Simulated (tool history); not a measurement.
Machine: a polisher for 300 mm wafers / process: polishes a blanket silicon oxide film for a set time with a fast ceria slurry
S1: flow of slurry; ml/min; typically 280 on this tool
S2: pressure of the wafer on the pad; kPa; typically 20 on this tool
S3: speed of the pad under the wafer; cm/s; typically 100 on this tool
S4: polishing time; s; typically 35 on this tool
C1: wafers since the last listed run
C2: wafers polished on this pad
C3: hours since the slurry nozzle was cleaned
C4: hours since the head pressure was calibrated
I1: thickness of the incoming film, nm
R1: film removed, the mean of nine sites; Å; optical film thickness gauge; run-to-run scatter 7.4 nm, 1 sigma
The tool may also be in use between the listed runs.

run,hour,S1,S2,S3,S4,C1,C2,C3,C4,I1,R1
1,0,280,20,100,35,0,795,537.2,658.4,1638.4,6129
2,12.1,280,20,100,35,150,946,549.3,670.5,1627.1,6128
3,20.3,280,20,100,32,102,1048,557.5,678.7,1592.6,5699
4,34.8,280,20,78,35,180,1228,572,693.2,1634,4760
# hour 42.8: worn pad replaced by a new one
5,49.5,280,20,78,35,133,83,586.7,707.9,1606.5,4826
6,62.1,280,20,100,30,156,240,599.3,720.5,1641.1,5224
7,100.2,280,20,100,30,473,714,637.4,758.6,1616.4,5225
8,112.5,280,20,100,30,153,867,649.7,770.9,1600.4,5285
9,129.9,230,20,100,35,216,1083,667.1,788.3,1613.1,6045
# hour 148.4: worn pad replaced by a new one
10,148.9,280,20,78,35,186,6,686.1,807.3,1616.8,4745
11,162,185,20,126,35,162,169,699.2,820.4,1620.7,7277
# hour 168.2: head pressure recalibrated
12,169.5,305,20,100,35,68,237,706.7,1.3,1611.6,6256
13,186.3,280,20,100,35,209,446,723.5,18.1,1648.9,6158
# hour 187.6: slurry nozzle cleaned
14,224.3,220,20,130,35,460,906,36.7,56.1,1636.5,7820
15,235.9,280,20,78,35,144,1051,48.3,67.7,1614.5,4743
16,245.7,280,26.2,100,35,121,1173,58.1,77.5,1616.5,7933

5 ways to go on from here, each from the tool as it stands after run 16. What would each give?
A,246.1,280,24.8,100,35,4,1178,58.5,77.9,1605.1,?
B,246.1,220,20,100,24,4,1178,58.5,77.9,1605.1,?
C,246.1,355,24.1,130,25,4,1178,58.5,77.9,1605.1,?
D,246.1,365,20,100,35,4,1178,58.5,77.9,1605.1,?
E,246.1,365,26.9,74,43,4,1178,58.5,77.9,1605.1,?

run,R1
A,7688
B,4150
C,7073
D,6323
E,7731
Without the tool's hidden state the same runs would have given:
run,R1
A,7688
B,4150
C,7073
D,6323
E,7731

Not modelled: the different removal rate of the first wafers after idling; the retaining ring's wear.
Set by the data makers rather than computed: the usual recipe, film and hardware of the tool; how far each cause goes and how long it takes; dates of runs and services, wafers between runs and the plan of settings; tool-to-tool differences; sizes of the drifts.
